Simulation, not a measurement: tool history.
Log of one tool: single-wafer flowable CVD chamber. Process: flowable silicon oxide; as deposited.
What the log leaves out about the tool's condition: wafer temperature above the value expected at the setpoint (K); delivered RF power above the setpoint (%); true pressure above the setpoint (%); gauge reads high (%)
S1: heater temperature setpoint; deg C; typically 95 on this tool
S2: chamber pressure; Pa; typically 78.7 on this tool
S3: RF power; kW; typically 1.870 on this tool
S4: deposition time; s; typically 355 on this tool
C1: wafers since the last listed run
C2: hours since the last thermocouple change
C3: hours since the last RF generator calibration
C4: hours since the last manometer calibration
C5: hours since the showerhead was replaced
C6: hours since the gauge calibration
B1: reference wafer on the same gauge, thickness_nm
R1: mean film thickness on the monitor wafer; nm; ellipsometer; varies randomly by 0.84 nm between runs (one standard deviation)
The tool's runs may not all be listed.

{"run": 1, "day": 0.0, "S1": 95, "S2": 78.7, "S3": 1.87, "S4": 355, "C1": 0, "C2": 1676.7, "C3": 1725.7, "C4": 1856.6, "C5": 5112.3, "C6": 964.1, "B1": 168.927, "R1": 148.385}
{"run": 2, "day": 4.475, "S1": 95, "S2": 78.7, "S3": 1.87, "S4": 355, "C1": 339, "C2": 1784.1, "C3": 1833.1, "C4": 1964.0, "C5": 5219.7, "C6": 1071.5, "B1": 168.952, "R1": 148.167}
{"run": 3, "day": 6.379, "S1": 95, "S2": 78.7, "S3": 1.87, "S4": 355, "C1": 144, "C2": 1829.8, "C3": 1878.8, "C4": 2009.7, "C5": 5265.4, "C6": 1117.2, "B1": 169.283, "R1": 149.855}
{"day": 9.442, "done": "RF generator calibrated"}
{"run": 4, "day": 10.75, "S1": 95, "S2": 78.7, "S3": 1.87, "S4": 355, "C1": 306, "C2": 1934.7, "C3": 31.4, "C4": 2114.6, "C5": 5370.3, "C6": 1222.1, "B1": 169.082, "R1": 149.613}
{"run": 5, "day": 15.092, "S1": 95, "S2": 78.7, "S3": 1.87, "S4": 355, "C1": 329, "C2": 2038.9, "C3": 135.6, "C4": 2218.8, "C5": 5474.5, "C6": 1326.3, "B1": 168.851, "R1": 148.579}
{"day": 18.233, "done": "capacitance manometer re-zeroed and calibrated"}
{"run": 6, "day": 18.629, "S1": 95, "S2": 78.7, "S3": 1.87, "S4": 388, "C1": 243, "C2": 2123.8, "C3": 220.5, "C4": 9.5, "C5": 5559.4, "C6": 1411.2, "B1": 169.076, "R1": 167.145}
{"run": 7, "day": 20.721, "S1": 95, "S2": 78.7, "S3": 1.87, "S4": 388, "C1": 158, "C2": 2174.0, "C3": 270.7, "C4": 59.7, "C5": 5609.6, "C6": 1461.4, "B1": 168.838, "R1": 167.471}
{"run": 8, "day": 22.854, "S1": 95, "S2": 78.7, "S3": 1.87, "S4": 388, "C1": 161, "C2": 2225.2, "C3": 321.9, "C4": 110.9, "C5": 5660.8, "C6": 1512.6, "B1": 169.032, "R1": 169.455}
{"run": 9, "day": 24.738, "S1": 95, "S2": 91.7, "S3": 1.87, "S4": 355, "C1": 143, "C2": 2270.4, "C3": 367.1, "C4": 156.1, "C5": 5706.0, "C6": 1557.8, "B1": 168.624, "R1": 177.119}
{"run": 10, "day": 33.521, "S1": 95, "S2": 78.7, "S3": 1.87, "S4": 355, "C1": 666, "C2": 2481.2, "C3": 577.9, "C4": 366.9, "C5": 5916.8, "C6": 1768.6, "B1": 168.864, "R1": 153.165}
{"run": 11, "day": 37.479, "S1": 95, "S2": 95.5, "S3": 1.87, "S4": 355, "C1": 300, "C2": 2576.2, "C3": 672.9, "C4": 461.9, "C5": 6011.8, "C6": 1863.6, "B1": 169.16, "R1": 185.973}
{"run": 12, "day": 41.058, "S1": 95, "S2": 78.7, "S3": 1.87, "S4": 355, "C1": 271, "C2": 2662.1, "C3": 758.8, "C4": 547.8, "C5": 6097.7, "C6": 1949.5, "B1": 168.882, "R1": 153.428}
{"day": 42.033, "done": "showerhead replaced"}
{"day": 42.583, "done": "gauge calibrated"}
{"run": 13, "day": 43.108, "S1": 95, "S2": 78.7, "S3": 1.53, "S4": 382, "C1": 130, "C2": 2711.3, "C3": 808.0, "C4": 597.0, "C5": 25.8, "C6": 12.6, "B1": 169.096, "R1": 157.877}
{"run": 14, "day": 47.521, "S1": 101, "S2": 78.7, "S3": 1.87, "S4": 355, "C1": 335, "C2": 2817.2, "C3": 913.9, "C4": 702.9, "C5": 131.7, "C6": 118.5, "B1": 168.884, "R1": 121.645}
{"run": 15, "day": 50.829, "S1": 82, "S2": 64.9, "S3": 1.87, "S4": 421, "C1": 251, "C2": 2896.6, "C3": 993.3, "C4": 782.3, "C5": 211.1, "C6": 197.9, "B1": 168.84, "R1": 236.03}
{"run": 16, "day": 54.312, "S1": 84, "S2": 78.7, "S3": 1.87, "S4": 355, "C1": 264, "C2": 2980.2, "C3": 1076.9, "C4": 865.9, "C5": 294.7, "C6": 281.5, "B1": 169.092, "R1": 224.766}
{"run": 17, "day": 57.35, "S1": 100, "S2": 78.7, "S3": 1.87, "S4": 287, "C1": 230, "C2": 3053.1, "C3": 1149.8, "C4": 938.8, "C5": 367.6, "C6": 354.4, "B1": 168.916, "R1": 102.327}
{"day": 60.467, "done": "thermocouple changed; heater temperature recalibrated"}
{"run": 18, "day": 61.646, "S1": 107, "S2": 78.7, "S3": 1.99, "S4": 355, "C1": 300, "C2": 28.3, "C3": 1252.9, "C4": 1041.9, "C5": 470.7, "C6": 457.5, "B1": 168.854, "R1": 97.977}
{"run": 19, "day": 64.375, "S1": 95, "S2": 94.1, "S3": 2.085, "S4": 393, "C1": 207, "C2": 93.8, "C3": 1318.4, "C4": 1107.4, "C5": 536.2, "C6": 523.0, "B1": 169.09, "R1": 204.624}
{"run": 20, "day": 68.462, "S1": 95, "S2": 78.7, "S3": 1.87, "S4": 355, "C1": 310, "C2": 191.9, "C3": 1416.5, "C4": 1205.5, "C5": 634.3, "C6": 621.1, "B1": 168.807, "R1": 152.867}
{"run": 21, "day": 70.517, "S1": 95, "S2": 73.5, "S3": 2.08, "S4": 382, "C1": 155, "C2": 241.2, "C3": 1465.8, "C4": 1254.8, "C5": 683.6, "C6": 670.4, "B1": 169.104, "R1": 154.842}
{"run": 22, "day": 73.412, "S1": 95, "S2": 93.9, "S3": 1.685, "S4": 355, "C1": 219, "C2": 310.7, "C3": 1535.3, "C4": 1324.3, "C5": 753.1, "C6": 739.9, "B1": 169.01, "R1": 178.603}
{"run": 23, "day": 75.979, "S1": 91, "S2": 78.7, "S3": 1.87, "S4": 355, "C1": 194, "C2": 372.3, "C3": 1596.9, "C4": 1385.9, "C5": 814.7, "C6": 801.5, "B1": 168.831, "R1": 177.377}
{"run": 24, "day": 78.717, "S1": 95, "S2": 78.7, "S3": 1.87, "S4": 355, "C1": 207, "C2": 438.0, "C3": 1662.6, "C4": 1451.6, "C5": 880.4, "C6": 867.2, "B1": 169.111, "R1": 151.214}
{"run": 25, "day": 87.192, "S1": 99, "S2": 78.7, "S3": 2.185, "S4": 355, "C1": 643, "C2": 641.4, "C3": 1866.0, "C4": 1655.0, "C5": 1083.8, "C6": 1070.6, "B1": 168.898, "R1": 133.354}
{"day": 89.379, "done": "RF generator calibrated"}
{"run": 26, "day": 90.983, "S1": 95, "S2": 66.3, "S3": 1.87, "S4": 355, "C1": 262, "C2": 732.4, "C3": 38.5, "C4": 1746.0, "C5": 1174.8, "C6": 1161.6, "B1": 168.824, "R1": 128.77}
{"run": 27, "day": 93.529, "S1": 95, "S2": 78.7, "S3": 1.87, "S4": 355, "C1": 193, "C2": 793.5, "C3": 99.6, "C4": 1807.1, "C5": 1235.9, "C6": 1222.7, "B1": 168.812, "R1": 149.933}
{"run": 28, "day": 96.654, "S1": 95, "S2": 78.7, "S3": 1.87, "S4": 355, "C1": 237, "C2": 868.5, "C3": 174.6, "C4": 1882.1, "C5": 1310.9, "C6": 1297.7, "B1": 169.241, "R1": 150.656}
{"run": 29, "day": 99.454, "S1": 104, "S2": 83.9, "S3": 2.125, "S4": 295, "C1": 212, "C2": 935.7, "C3": 241.8, "C4": 1949.3, "C5": 1378.1, "C6": 1364.9, "B1": 168.988, "R1": 95.953}

For each run, what was the tool's unlogged condition?
wafer temperature above the value expected at the setpoint (K): 0 across all the runs
delivered RF power above the setpoint (%): 0 across all the runs
gauge reads high (%): 0 across all the runs
H1: true pressure above the setpoint (%)
run=1 H1=-2.43
run=2 H1=-2.64
run=3 H1=-2.74
run=4 H1=-2.97
run=5 H1=-3.2
run=6 H1=-0.249
run=7 H1=-0.251
run=8 H1=-0.256
run=9 H1=-0.262
run=10 H1=-0.32
run=11 H1=-0.362
run=12 H1=-0.408
run=13 H1=-0.437
run=14 H1=-0.51
run=15 H1=-0.572
run=16 H1=-0.644
run=17 H1=-0.714
run=18 H1=-0.821
run=19 H1=-0.895
run=20 H1=-1.02
run=21 H1=-1.08
run=22 H1=-1.17
run=23 H1=-1.26
run=24 H1=-1.36
run=25 H1=-1.69
run=26 H1=-1.86
run=27 H1=-1.97
run=28 H1=-2.12
run=29 H1=-2.25
